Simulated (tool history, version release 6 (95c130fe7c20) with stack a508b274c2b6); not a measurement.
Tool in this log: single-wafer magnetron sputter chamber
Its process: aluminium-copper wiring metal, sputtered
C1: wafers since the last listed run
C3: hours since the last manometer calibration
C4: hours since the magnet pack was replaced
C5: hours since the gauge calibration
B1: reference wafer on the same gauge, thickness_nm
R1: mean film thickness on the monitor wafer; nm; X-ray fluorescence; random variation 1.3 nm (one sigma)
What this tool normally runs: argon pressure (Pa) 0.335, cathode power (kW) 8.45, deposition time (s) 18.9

run 1 hour=0 | argon_pressure_(Pa)=0.335 cathode_power_(kW)=8.45 deposition_time_(s)=18.9 | C1=0 wafers_on_the_sputter_target=5170 C3=1195.9 C4=5473.1 C5=1447.5 | B1=282.805 | R1=291.239
run 2 hour=45.7 | argon_pressure_(Pa)=0.335 cathode_power_(kW)=8.45 deposition_time_(s)=18.9 | C1=1943 wafers_on_the_sputter_target=7114 C3=1241.6 C4=5518.8 C5=1493.2 | B1=283.003 | R1=290.103
run 3 hour=149.8 | argon_pressure_(Pa)=0.335 cathode_power_(kW)=8.45 deposition_time_(s)=18.9 | C1=4426 wafers_on_the_sputter_target=11541 C3=1345.7 C4=5622.9 C5=1597.3 | B1=282.941 | R1=290.585
run 4 hour=188 | argon_pressure_(Pa)=0.335 cathode_power_(kW)=6.85 deposition_time_(s)=18.9 | C1=1624 wafers_on_the_sputter_target=13165 C3=1383.9 C4=5661.1 C5=1635.5 | B1=283.003 | R1=240.552
run 5 hour=234.6 | argon_pressure_(Pa)=0.335 cathode_power_(kW)=6.85 deposition_time_(s)=18.9 | C1=1981 wafers_on_the_sputter_target=15147 C3=1430.5 C4=5707.7 C5=1682.1 | B1=282.727 | R1=241.683
-- hour=344.5 sputter target and shields replaced
run 6 hour=345 | argon_pressure_(Pa)=0.335 cathode_power_(kW)=8.45 deposition_time_(s)=17.2 | C1=4354 wafers_on_the_sputter_target=20 C3=1540.9 C4=5818.1 C5=1792.5 | B1=282.717 | R1=263.881
run 7 hour=403.7 | argon_pressure_(Pa)=0.335 cathode_power_(kW)=8.45 deposition_time_(s)=17.2 | C1=2496 wafers_on_the_sputter_target=2516 C3=1599.6 C4=5876.8 C5=1851.2 | B1=283.301 | R1=264.107
run 8 hour=501.6 | argon_pressure_(Pa)=0.335 cathode_power_(kW)=8.45 deposition_time_(s)=17.2 | C1=4163 wafers_on_the_sputter_target=6680 C3=1697.5 C4=5974.7 C5=1949.1 | B1=282.928 | R1=263.115
run 9 hour=553.2 | argon_pressure_(Pa)=0.335 cathode_power_(kW)=9.85 deposition_time_(s)=18.9 | C1=2194 wafers_on_the_sputter_target=8874 C3=1749.1 C4=6026.3 C5=2000.7 | B1=282.707 | R1=334.724
run 10 hour=629.8 | argon_pressure_(Pa)=0.335 cathode_power_(kW)=9.85 deposition_time_(s)=18.9 | C1=3257 wafers_on_the_sputter_target=12131 C3=1825.7 C4=6102.9 C5=2077.3 | B1=282.959 | R1=330.042
run 11 hour=675.9 | argon_pressure_(Pa)=0.335 cathode_power_(kW)=8.45 deposition_time_(s)=18.9 | C1=1960 wafers_on_the_sputter_target=14092 C3=1871.8 C4=6149 C5=2123.4 | B1=283.304 | R1=288.834
-- hour=723.2 gauge calibrated
-- hour=770.3 sputter target and shields replaced
run 12 hour=770.8 | argon_pressure_(Pa)=0.335 cathode_power_(kW)=8.45 deposition_time_(s)=18.9 | C1=3695 wafers_on_the_sputter_target=21 C3=1966.7 C4=6243.9 C5=47.6 | B1=282.8 | R1=286.737
run 13 hour=832.4 | argon_pressure_(Pa)=0.335 cathode_power_(kW)=8.45 deposition_time_(s)=18.9 | C1=2619 wafers_on_the_sputter_target=2640 C3=2028.3 C4=6305.5 C5=109.2 | B1=282.928 | R1=288.199
-- hour=863.2 capacitance manometer re-zeroed and calibrated
run 14 hour=901 | argon_pressure_(Pa)=0.335 cathode_power_(kW)=8.45 deposition_time_(s)=18.9 | C1=2577 wafers_on_the_sputter_target=5218 C3=37.8 C4=6374.1 C5=177.8 | B1=282.82 | R1=294.114
run 15 hour=974.1 | argon_pressure_(Pa)=0.378 cathode_power_(kW)=6.8 deposition_time_(s)=18.9 | C1=3108 wafers_on_the_sputter_target=8326 C3=110.9 C4=6447.2 C5=250.9 | B1=283.015 | R1=234.907
run 16 hour=1080 | argon_pressure_(Pa)=0.335 cathode_power_(kW)=7.05 deposition_time_(s)=22.3 | C1=4503 wafers_on_the_sputter_target=12830 C3=216.8 C4=6553.1 C5=356.8 | B1=283.228 | R1=294.53
run 17 hour=1162.9 | argon_pressure_(Pa)=0.44 cathode_power_(kW)=7.75 deposition_time_(s)=18.9 | C1=3525 wafers_on_the_sputter_target=16355 C3=299.7 C4=6636 C5=439.7 | B1=282.921 | R1=253.737
-- hour=1194.8 sputter target and shields replaced
run 18 hour=1265.5 | argon_pressure_(Pa)=0.3 cathode_power_(kW)=10.1 deposition_time_(s)=21.9 | C1=4022 wafers_on_the_sputter_target=3006 C3=402.3 C4=6738.6 C5=542.3 | B1=282.913 | R1=409.283
run 19 hour=1327.1 | argon_pressure_(Pa)=0.222 cathode_power_(kW)=9.45 deposition_time_(s)=18.9 | C1=2619 wafers_on_the_sputter_target=5625 C3=463.9 C4=6800.2 C5=603.9 | B1=283.096 | R1=349.065
run 20 hour=1432.9 | argon_pressure_(Pa)=0.335 cathode_power_(kW)=8.45 deposition_time_(s)=18.9 | C1=4499 wafers_on_the_sputter_target=10125 C3=569.7 C4=6906 C5=709.7 | B1=283.171 | R1=291.403
-- hour=1447.5 magnet pack replaced
run 21 hour=1520.7 | argon_pressure_(Pa)=0.335 cathode_power_(kW)=8.45 deposition_time_(s)=18.9 | C1=3393 wafers_on_the_sputter_target=13518 C3=657.5 C4=73.2 C5=797.5 | B1=283.152 | R1=292.715
run 22 hour=1607 | argon_pressure_(Pa)=0.408 cathode_power_(kW)=8.45 deposition_time_(s)=18.9 | C1=3670 wafers_on_the_sputter_target=17188 C3=743.8 C4=159.5 C5=883.8 | B1=282.851 | R1=279.012
-- hour=1616.8 sputter target and shields replaced
run 23 hour=1706.4 | argon_pressure_(Pa)=0.297 cathode_power_(kW)=9.6 deposition_time_(s)=15.9 | C1=3886 wafers_on_the_sputter_target=3810 C3=843.2 C4=258.9 C5=983.2 | B1=283.315 | R1=282.919
run 24 hour=1785.2 | argon_pressure_(Pa)=0.335 cathode_power_(kW)=8.45 deposition_time_(s)=18.9 | C1=3351 wafers_on_the_sputter_target=7161 C3=922 C4=337.7 C5=1062 | B1=282.89 | R1=291.892

What will run 25 give?
run 25 hour=1893 | argon_pressure_(Pa)=0.209 cathode_power_(kW)=8.45 deposition_time_(s)=18.9 | C1=4584 wafers_on_the_sputter_target=11746 C3=1029.8 C4=445.5 C5=1169.8 | B1=? | R1=?

B1: 283.057
R1: 316.083 nm
With the hidden condition absent and the run-to-run variation left alone, this run would have shown R1 316.998 nm.
